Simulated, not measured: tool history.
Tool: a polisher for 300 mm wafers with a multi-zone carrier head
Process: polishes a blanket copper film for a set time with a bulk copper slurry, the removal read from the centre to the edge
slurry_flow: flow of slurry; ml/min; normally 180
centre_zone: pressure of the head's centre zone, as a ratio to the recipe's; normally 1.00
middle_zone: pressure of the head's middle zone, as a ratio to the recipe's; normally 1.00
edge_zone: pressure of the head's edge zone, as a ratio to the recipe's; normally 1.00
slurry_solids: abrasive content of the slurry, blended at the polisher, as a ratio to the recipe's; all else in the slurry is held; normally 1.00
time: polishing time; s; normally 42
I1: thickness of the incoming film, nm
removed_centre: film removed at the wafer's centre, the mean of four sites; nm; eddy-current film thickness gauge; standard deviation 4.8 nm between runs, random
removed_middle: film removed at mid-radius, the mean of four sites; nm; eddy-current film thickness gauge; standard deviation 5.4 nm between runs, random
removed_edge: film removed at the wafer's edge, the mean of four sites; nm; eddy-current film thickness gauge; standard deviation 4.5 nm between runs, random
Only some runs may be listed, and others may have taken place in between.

{"run": 1, "hour": 0.0, "slurry_flow": 180, "centre_zone": 1.0, "middle_zone": 1.0, "edge_zone": 1.0, "slurry_solids": 1.0, "time": 42, "I1": 2598.6, "removed_centre": 431.2, "removed_middle": 425.3, "removed_edge": 447.3}
{"run": 2, "hour": 76.6, "slurry_flow": 180, "centre_zone": 1.0, "middle_zone": 1.0, "edge_zone": 1.0, "slurry_solids": 0.85, "time": 47, "I1": 2555.3, "removed_centre": 455.8, "removed_middle": 464.7, "removed_edge": 473.1}
{"run": 3, "hour": 137.8, "slurry_flow": 180, "centre_zone": 1.0, "middle_zone": 1.0, "edge_zone": 1.0, "slurry_solids": 0.85, "time": 47, "I1": 2567.6, "removed_centre": 443.1, "removed_middle": 456.7, "removed_edge": 466.1}
{"hour": 139.9, "done": "centre zone pressure recalibrated"}
{"hour": 154.8, "done": "edge zone pressure recalibrated"}
{"hour": 162.1, "done": "slurry nozzle cleaned"}
{"run": 4, "hour": 177.9, "slurry_flow": 180, "centre_zone": 1.0, "middle_zone": 1.0, "edge_zone": 1.0, "slurry_solids": 0.85, "time": 47, "I1": 2567.7, "removed_centre": 452.7, "removed_middle": 445.8, "removed_edge": 458.3}
{"run": 5, "hour": 214.1, "slurry_flow": 180, "centre_zone": 1.0, "middle_zone": 1.0, "edge_zone": 1.0, "slurry_solids": 1.0, "time": 42, "I1": 2600.6, "removed_centre": 399.3, "removed_middle": 403.9, "removed_edge": 420.7}
{"run": 6, "hour": 269.2, "slurry_flow": 215, "centre_zone": 1.0, "middle_zone": 1.0, "edge_zone": 1.0, "slurry_solids": 0.75, "time": 42, "I1": 2605.6, "removed_centre": 409.4, "removed_middle": 404.1, "removed_edge": 405.5}
{"run": 7, "hour": 375.5, "slurry_flow": 155, "centre_zone": 1.0, "middle_zone": 1.0, "edge_zone": 1.0, "slurry_solids": 1.0, "time": 47, "I1": 2579.0, "removed_centre": 414.3, "removed_middle": 415.0, "removed_edge": 444.4}
{"hour": 454.4, "done": "worn pad replaced by a new one"}
{"run": 8, "hour": 476.0, "slurry_flow": 180, "centre_zone": 1.0, "middle_zone": 1.09, "edge_zone": 0.96, "slurry_solids": 1.0, "time": 42, "I1": 2526.7, "removed_centre": 430.1, "removed_middle": 465.2, "removed_edge": 432.6}
{"run": 9, "hour": 545.4, "slurry_flow": 180, "centre_zone": 1.0, "middle_zone": 1.0, "edge_zone": 1.0, "slurry_solids": 1.15, "time": 42, "I1": 2555.1, "removed_centre": 430.4, "removed_middle": 433.5, "removed_edge": 442.8}
{"hour": 606.8, "done": "slurry nozzle cleaned"}
{"run": 10, "hour": 633.0, "slurry_flow": 180, "centre_zone": 1.0, "middle_zone": 0.9, "edge_zone": 1.0, "slurry_solids": 1.0, "time": 30, "I1": 2582.2, "removed_centre": 294.4, "removed_middle": 267.3, "removed_edge": 306.8}
{"hour": 675.4, "done": "centre zone pressure recalibrated"}
{"run": 11, "hour": 693.0, "slurry_flow": 180, "centre_zone": 1.0, "middle_zone": 1.0, "edge_zone": 1.0, "slurry_solids": 1.0, "time": 42, "I1": 2561.3, "removed_centre": 404.9, "removed_middle": 404.9, "removed_edge": 418.7}
{"hour": 697.1, "done": "edge zone pressure recalibrated"}
{"run": 12, "hour": 750.0, "slurry_flow": 180, "centre_zone": 1.0, "middle_zone": 1.0, "edge_zone": 1.0, "slurry_solids": 1.0, "time": 42, "I1": 2561.5, "removed_centre": 395.7, "removed_middle": 398.5, "removed_edge": 413.2}
{"run": 13, "hour": 801.7, "slurry_flow": 180, "centre_zone": 0.92, "middle_zone": 1.0, "edge_zone": 1.0, "slurry_solids": 1.0, "time": 42, "I1": 2576.9, "removed_centre": 366.9, "removed_middle": 390.8, "removed_edge": 407.0}
{"run": 14, "hour": 845.2, "slurry_flow": 215, "centre_zone": 1.0, "middle_zone": 1.0, "edge_zone": 0.96, "slurry_solids": 1.0, "time": 42, "I1": 2585.3, "removed_centre": 407.1, "removed_middle": 406.2, "removed_edge": 407.1}
{"run": 15, "hour": 901.4, "slurry_flow": 180, "centre_zone": 1.0, "middle_zone": 0.96, "edge_zone": 0.92, "slurry_solids": 1.0, "time": 56, "I1": 2542.3, "removed_centre": 515.5, "removed_middle": 494.5, "removed_edge": 512.3}
{"hour": 935.1, "done": "worn pad replaced by a new one"}
{"run": 16, "hour": 976.3, "slurry_flow": 200, "centre_zone": 1.0, "middle_zone": 1.0, "edge_zone": 0.9, "slurry_solids": 0.75, "time": 36, "I1": 2585.8, "removed_centre": 363.7, "removed_middle": 362.0, "removed_edge": 354.5}
{"run": 17, "hour": 1030.5, "slurry_flow": 155, "centre_zone": 1.0, "middle_zone": 1.05, "edge_zone": 0.93, "slurry_solids": 1.0, "time": 34, "I1": 2594.6, "removed_centre": 323.1, "removed_middle": 336.1, "removed_edge": 333.3}
{"hour": 1037.9, "done": "slurry nozzle cleaned"}
{"run": 18, "hour": 1085.5, "slurry_flow": 180, "centre_zone": 1.0, "middle_zone": 1.0, "edge_zone": 1.0, "slurry_solids": 1.0, "time": 42, "I1": 2547.1, "removed_centre": 420.5, "removed_middle": 414.3, "removed_edge": 433.9}
{"run": 19, "hour": 1121.5, "slurry_flow": 180, "centre_zone": 1.0, "middle_zone": 1.05, "edge_zone": 1.0, "slurry_solids": 1.25, "time": 42, "I1": 2528.2, "removed_centre": 418.8, "removed_middle": 441.8, "removed_edge": 431.9}
{"run": 20, "hour": 1213.0, "slurry_flow": 160, "centre_zone": 0.94, "middle_zone": 1.0, "edge_zone": 1.07, "slurry_solids": 1.0, "time": 47, "I1": 2528.9, "removed_centre": 415.8, "removed_middle": 434.6, "removed_edge": 471.0}
{"hour": 1262.5, "done": "edge zone pressure recalibrated"}
{"run": 21, "hour": 1272.2, "slurry_flow": 150, "centre_zone": 1.0, "middle_zone": 1.0, "edge_zone": 1.0, "slurry_solids": 1.0, "time": 42, "I1": 2572.1, "removed_centre": 371.1, "removed_middle": 378.8, "removed_edge": 391.8}
{"hour": 1286.7, "done": "centre zone pressure recalibrated"}
{"run": 22, "hour": 1378.3, "slurry_flow": 180, "centre_zone": 1.0, "middle_zone": 1.0, "edge_zone": 1.0, "slurry_solids": 1.0, "time": 56, "I1": 2515.2, "removed_centre": 517.8, "removed_middle": 516.8, "removed_edge": 529.6}

Give the tool's hidden conditions for every run:
slurry flow missing at the pad, %: 0 on each run
deviation of the centre zone's pressure from its setpoint, %: 0 on each run
deviation of the edge zone's pressure from its setpoint, %: 0 on each run
H1: removal rate lost through wear of the pad, %
run=1 H1=1.09
run=2 H1=2.92
run=3 H1=4.39
run=4 H1=5.34
run=5 H1=6.21
run=6 H1=7.52
run=7 H1=10.1
run=8 H1=1.31
run=9 H1=2.96
run=10 H1=5.06
run=11 H1=6.49
run=12 H1=7.85
run=13 H1=9.09
run=14 H1=10.1
run=15 H1=11.5
run=16 H1=1.45
run=17 H1=2.74
run=18 H1=4.06
run=19 H1=4.92
run=20 H1=7.1
run=21 H1=8.52
run=22 H1=11.1
